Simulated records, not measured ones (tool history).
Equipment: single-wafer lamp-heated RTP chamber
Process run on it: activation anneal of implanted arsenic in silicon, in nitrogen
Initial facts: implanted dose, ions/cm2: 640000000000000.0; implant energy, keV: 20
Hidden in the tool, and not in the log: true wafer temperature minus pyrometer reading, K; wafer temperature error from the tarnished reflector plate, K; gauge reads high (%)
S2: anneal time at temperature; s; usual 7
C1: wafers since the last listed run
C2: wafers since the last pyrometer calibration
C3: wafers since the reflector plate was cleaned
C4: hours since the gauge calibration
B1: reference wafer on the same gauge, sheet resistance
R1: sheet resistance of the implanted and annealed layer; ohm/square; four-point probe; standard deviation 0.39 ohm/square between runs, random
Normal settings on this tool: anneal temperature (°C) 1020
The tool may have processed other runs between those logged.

run 1 hour=0.0 | anneal_temperature_(°C)=1020 S2=7 | C1=0 C2=2184 C3=10429 C4=1465.7 | B1=158.81 | R1=197.11
-- hour=124.6 reflector plate cleaned
run 2 hour=289.0 | anneal_temperature_(°C)=1035 S2=7 | C1=3842 C2=6026 C3=2248 C4=1754.7 | B1=158.89 | R1=193.73
run 3 hour=341.7 | anneal_temperature_(°C)=1035 S2=7 | C1=720 C2=6747 C3=2969 C4=1807.4 | B1=158.89 | R1=193.37
run 4 hour=543.2 | anneal_temperature_(°C)=1035 S2=7 | C1=2755 C2=9503 C3=5724 C4=2008.9 | B1=158.91 | R1=193.21
run 5 hour=609.3 | anneal_temperature_(°C)=1020 S2=7 | C1=903 C2=10407 C3=6628 C4=2075.0 | B1=158.94 | R1=195.01
run 6 hour=713.0 | anneal_temperature_(°C)=1020 S2=7 | C1=1418 C2=11825 C3=8046 C4=2178.7 | B1=158.95 | R1=195.04
-- hour=732.5 pyrometer window cleaned and pyrometer calibrated
run 7 hour=776.7 | anneal_temperature_(°C)=1020 S2=7 | C1=761 C2=604 C3=8808 C4=2242.4 | B1=159.01 | R1=197.39
run 8 hour=844.0 | anneal_temperature_(°C)=1020 S2=7 | C1=920 C2=1524 C3=9728 C4=2309.7 | B1=158.99 | R1=197.16
run 9 hour=912.0 | anneal_temperature_(°C)=1020 S2=7 | C1=929 C2=2454 C3=10658 C4=2377.7 | B1=158.80 | R1=196.85
-- hour=1046.9 reflector plate cleaned
run 10 hour=1190.4 | anneal_temperature_(°C)=1011 S2=7 | C1=3697 C2=6152 C3=1962 C4=2656.1 | B1=159.00 | R1=197.23
run 11 hour=1274.0 | anneal_temperature_(°C)=1011 S2=7 | C1=1143 C2=7295 C3=3105 C4=2739.7 | B1=159.17 | R1=197.87
run 12 hour=1341.8 | anneal_temperature_(°C)=1011 S2=7 | C1=927 C2=8222 C3=4032 C4=2807.5 | B1=158.91 | R1=197.43
run 13 hour=1439.6 | anneal_temperature_(°C)=1042 S2=10 | C1=1337 C2=9560 C3=5370 C4=2905.3 | B1=158.94 | R1=188.22
run 14 hour=1495.8 | anneal_temperature_(°C)=1020 S2=7 | C1=768 C2=10328 C3=6138 C4=2961.5 | B1=158.98 | R1=195.14
-- hour=1517.6 pyrometer window cleaned and pyrometer calibrated
run 15 hour=1578.1 | anneal_temperature_(°C)=1047 S2=5 | C1=1016 C2=827 C3=7154 C4=3043.8 | B1=159.09 | R1=194.74
run 16 hour=1629.4 | anneal_temperature_(°C)=1037 S2=9 | C1=701 C2=1528 C3=7856 C4=3095.1 | B1=159.10 | R1=192.27
run 17 hour=1691.2 | anneal_temperature_(°C)=992 S2=6 | C1=845 C2=2373 C3=8701 C4=3156.9 | B1=159.08 | R1=202.71
run 18 hour=1746.9 | anneal_temperature_(°C)=1049 S2=9 | C1=761 C2=3135 C3=9463 C4=3212.6 | B1=158.86 | R1=189.78
run 19 hour=1813.6 | anneal_temperature_(°C)=1020 S2=5 | C1=912 C2=4047 C3=10375 C4=3279.3 | B1=159.00 | R1=198.63
run 20 hour=1853.4 | anneal_temperature_(°C)=1011 S2=7 | C1=544 C2=4592 C3=10919 C4=3319.1 | B1=159.11 | R1=197.46
run 21 hour=1926.7 | anneal_temperature_(°C)=1020 S2=8 | C1=1002 C2=5594 C3=11922 C4=3392.4 | B1=159.09 | R1=195.35
-- hour=1955.1 reflector plate cleaned
run 22 hour=1994.7 | anneal_temperature_(°C)=1020 S2=10 | C1=820 C2=6414 C3=541 C4=3460.4 | B1=158.99 | R1=193.46
-- hour=2001.1 gauge calibrated
run 23 hour=2042.6 | anneal_temperature_(°C)=994 S2=5 | C1=655 C2=7070 C3=1196 C4=41.5 | B1=158.84 | R1=202.99
run 24 hour=2253.3 | anneal_temperature_(°C)=992 S2=11 | C1=2881 C2=9951 C3=4078 C4=252.2 | B1=159.06 | R1=196.80
run 25 hour=2293.6 | anneal_temperature_(°C)=1045 S2=5 | C1=551 C2=10502 C3=4629 C4=292.5 | B1=159.03 | R1=193.80
-- hour=2340.5 pyrometer window cleaned and pyrometer calibrated
run 26 hour=2372.4 | anneal_temperature_(°C)=1020 S2=7 | C1=968 C2=436 C3=5597 C4=371.3 | B1=159.08 | R1=196.76
run 27 hour=2465.4 | anneal_temperature_(°C)=1020 S2=7 | C1=1271 C2=1708 C3=6869 C4=464.3 | B1=158.91 | R1=196.87
run 28 hour=2546.3 | anneal_temperature_(°C)=1020 S2=7 | C1=1106 C2=2814 C3=7975 C4=545.2 | B1=159.05 | R1=196.58
run 29 hour=2626.7 | anneal_temperature_(°C)=1020 S2=7 | C1=1099 C2=3914 C3=9075 C4=625.6 | B1=159.04 | R1=196.04
run 30 hour=2687.3 | anneal_temperature_(°C)=1035 S2=7 | C1=828 C2=4743 C3=9904 C4=686.2 | B1=158.96 | R1=193.71
run 31 hour=2751.3 | anneal_temperature_(°C)=1005 S2=6 | C1=875 C2=5618 C3=10779 C4=750.2 | B1=159.09 | R1=200.61
-- hour=2836.7 reflector plate cleaned
run 32 hour=2837.2 | anneal_temperature_(°C)=1020 S2=7 | C1=1065 C2=6683 C3=6 C4=836.1 | B1=159.01 | R1=196.30
run 33 hour=2923.1 | anneal_temperature_(°C)=1020 S2=7 | C1=1174 C2=7858 C3=1181 C4=922.0 | B1=159.04 | R1=196.26
run 34 hour=2970.9 | anneal_temperature_(°C)=1034 S2=4 | C1=653 C2=8512 C3=1835 C4=969.8 | B1=158.93 | R1=197.08
-- hour=3057.5 pyrometer window cleaned and pyrometer calibrated
run 35 hour=3075.2 | anneal_temperature_(°C)=993 S2=9 | C1=1316 C2=242 C3=3152 C4=1074.1 | B1=159.07 | R1=199.81
run 36 hour=3175.8 | anneal_temperature_(°C)=1033 S2=11 | C1=1375 C2=1618 C3=4527 C4=1174.7 | B1=159.07 | R1=190.89

Here are 4 independent what-if runs from the current tool condition. What would each one return?
run A hour=3176.2 | anneal_temperature_(°C)=999 S2=7 | C1=5 C2=1623 C3=4533 C4=1175.1 | B1=? | R1=?
run B hour=3176.2 | anneal_temperature_(°C)=1044 S2=7 | C1=5 C2=1623 C3=4533 C4=1175.1 | B1=? | R1=?
run C hour=3176.2 | anneal_temperature_(°C)=1031 S2=5 | C1=5 C2=1623 C3=4533 C4=1175.1 | B1=? | R1=?
run D hour=3176.2 | anneal_temperature_(°C)=1000 S2=11 | C1=5 C2=1623 C3=4533 C4=1175.1 | B1=? | R1=?

run=A B1=158.97 R1=201.01
run=B B1=158.97 R1=193.38
run=C B1=158.97 R1=197.93
run=D B1=158.97 R1=197.70
Had the tool no hidden state, the same runs would have come out as:
run=A R1=201.15
run=B R1=193.53
run=C R1=198.07
run=D R1=197.85
